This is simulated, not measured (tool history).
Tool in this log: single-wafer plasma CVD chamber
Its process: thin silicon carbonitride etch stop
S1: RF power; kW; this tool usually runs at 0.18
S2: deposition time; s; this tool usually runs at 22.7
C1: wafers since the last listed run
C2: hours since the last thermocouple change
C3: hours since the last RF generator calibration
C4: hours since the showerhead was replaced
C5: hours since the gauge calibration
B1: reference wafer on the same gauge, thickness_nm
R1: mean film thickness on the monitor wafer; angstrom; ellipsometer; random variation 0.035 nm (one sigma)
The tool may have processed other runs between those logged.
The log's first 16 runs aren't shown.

Run 17, hour 864.9: usual settings but S2 25.4 s; C1 1734; C2 1654.9; C3 1914.8; C4 295; C5 1252.1; B1 14.708. Result: R1 147.35 angstrom.
Run 18, hour 927.2: usual settings but S1 0.195 kW, S2 21.5 s; C1 1539; C2 1717.2; C3 1977.1; C4 357.3; C5 1314.4; B1 14.689. Result: R1 126.59 angstrom.
Run 19, hour 991.2: usual settings but S1 0.195 kW, S2 26 s; C1 1581; C2 1781.2; C3 2041.1; C4 421.3; C5 1378.4; B1 14.692. Result: R1 154.12 angstrom.
Run 20, hour 1019.1: usual settings but S2 25.4 s; C1 689; C2 1809.1; C3 2069; C4 449.2; C5 1406.3; B1 14.68. Result: R1 147.43 angstrom.
Run 21, hour 1084.2: usual settings but S2 27.2 s; C1 1608; C2 1874.2; C3 2134.1; C4 514.3; C5 1471.4; B1 14.694. Result: R1 157.57 angstrom.
Run 22, hour 1138.1: usual settings; C1 1331; C2 1928.1; C3 2188; C4 568.2; C5 1525.3; B1 14.702. Result: R1 132.04 angstrom.
Run 23, hour 1162.8: usual settings but S1 0.165 kW, S2 26.5 s; C1 610; C2 1952.8; C3 2212.7; C4 592.9; C5 1550; B1 14.684. Result: R1 150.49 angstrom.
At hour 1221: RF generator calibrated.
Run 24, hour 1231.8: usual settings but S1 0.21 kW; C1 1507; C2 2021.8; C3 10.8; C4 661.9; C5 1619; B1 14.705. Result: R1 137.93 angstrom.
At hour 1233.4: gauge calibrated.
Run 25, hour 1279.7: usual settings but S1 0.155 kW, S2 20.2 s; C1 1183; C2 2069.7; C3 58.7; C4 709.8; C5 46.3; B1 14.701. Result: R1 114.99 angstrom.
Run 26, hour 1308.3: usual settings but S1 0.145 kW, S2 25.9 s; C1 706; C2 2098.3; C3 87.3; C4 738.4; C5 74.9; B1 14.693. Result: R1 146.09 angstrom.
At hour 1346.2: thermocouple changed; heater temperature recalibrated.
Run 27, hour 1349.9: usual settings but S2 23.8 s; C1 830; C2 3.7; C3 128.9; C4 780; C5 116.5; B1 14.689. Result: R1 140.21 angstrom.
Run 28, hour 1417.4: usual settings but S1 0.205 kW, S2 24.3 s; C1 1667; C2 71.2; C3 196.4; C4 847.5; C5 184; B1 14.696. Result: R1 146.88 angstrom.
Run 29, hour 1457.9: usual settings; C1 1000; C2 111.7; C3 236.9; C4 888; C5 224.5; B1 14.687. Result: R1 133.29 angstrom.
Run 30, hour 1494.4: usual settings but S1 0.19 kW; C1 901; C2 148.2; C3 273.4; C4 924.5; C5 261; B1 14.72. Result: R1 134.7 angstrom.
Run 31, hour 1540.5: usual settings; C1 1139; C2 194.3; C3 319.5; C4 970.6; C5 307.1; B1 14.696. Result: R1 133.98 angstrom.
Run 32, hour 1755.1: usual settings but S1 0.2 kW, S2 21.5 s; C1 5302; C2 408.9; C3 534.1; C4 1185.2; C5 521.7; B1 14.694. Result: R1 129.22 angstrom.

Forecast each of these 4 alternatives for the next run:
Run A, hour 1755.5: usual settings; C1 9; C2 409.3; C3 534.5; C4 1185.6; C5 522.1; B1 ?. Result: R1 ?.
Run B, hour 1755.5: usual settings but S1 0.155 kW, S2 26.3 s; C1 9; C2 409.3; C3 534.5; C4 1185.6; C5 522.1; B1 ?. Result: R1 ?.
Run C, hour 1755.5: usual settings but S1 0.15 kW, S2 24.6 s; C1 9; C2 409.3; C3 534.5; C4 1185.6; C5 522.1; B1 ?. Result: R1 ?.
Run D, hour 1755.5: usual settings but S1 0.21 kW, S2 25.6 s; C1 9; C2 409.3; C3 534.5; C4 1185.6; C5 522.1; B1 ?. Result: R1 ?.

run      B1      R1
  A  14.698  133.13
  B  14.698  149.32
  C  14.698  138.71
  D  14.698  155.45
Take away the tool's hidden state, keep each run's random variation, and the runs would have read:
run      R1
  A  133.91
  B  150.19
  C  139.52
  D  156.36

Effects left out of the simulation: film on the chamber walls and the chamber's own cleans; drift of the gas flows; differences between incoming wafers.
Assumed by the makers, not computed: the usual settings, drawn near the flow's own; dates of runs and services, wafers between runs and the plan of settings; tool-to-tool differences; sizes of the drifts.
